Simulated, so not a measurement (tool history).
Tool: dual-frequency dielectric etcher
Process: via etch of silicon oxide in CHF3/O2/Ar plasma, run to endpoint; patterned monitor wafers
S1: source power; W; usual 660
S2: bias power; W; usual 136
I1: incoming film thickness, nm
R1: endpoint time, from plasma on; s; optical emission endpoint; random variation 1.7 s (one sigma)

run,hour,S1,S2,I1,R1
1,0.0,660,136,601.2,308.2
2,64.4,660,136,601.0,304.8
3,123.1,660,136,599.3,305.1
4,194.2,660,136,602.9,306.4
# hour 352.8: wet clean of the chamber
5,371.8,660,149,600.3,281.0
6,410.5,660,149,606.3,283.3
7,450.3,660,136,605.6,295.0
# hour 483.1: source power generator calibrated
8,501.3,660,136,600.3,292.0
# hour 529.5: wet clean of the chamber, repeated, since the last time left the tool worse
9,551.0,660,124,601.4,326.1
10,623.0,660,136,605.0,314.2
# hour 665.3: bias power generator calibrated
11,679.4,570,136,609.9,335.0
12,751.0,790,148,599.1,275.8
# hour 805.9: upper electrode replaced
13,806.4,790,147,598.8,274.4
14,835.7,660,159,604.0,293.2
15,902.1,660,136,601.2,305.3
16,932.3,810,136,603.3,280.0
17,996.9,760,136,605.9,288.7
18,1036.9,660,136,606.7,305.7
19,1069.0,660,136,610.0,307.6

3 ways to go on from here, each from the tool as it stands after run 19. What would each give?
A,1069.5,660,145,599.7,?
B,1069.5,610,118,599.7,?
C,1069.5,820,120,599.7,?

run,R1
A,296.1
B,333.3
C,289.5
Without the tool's hidden state the same runs would have given:
run,R1
A,304.3
B,342.5
C,297.5
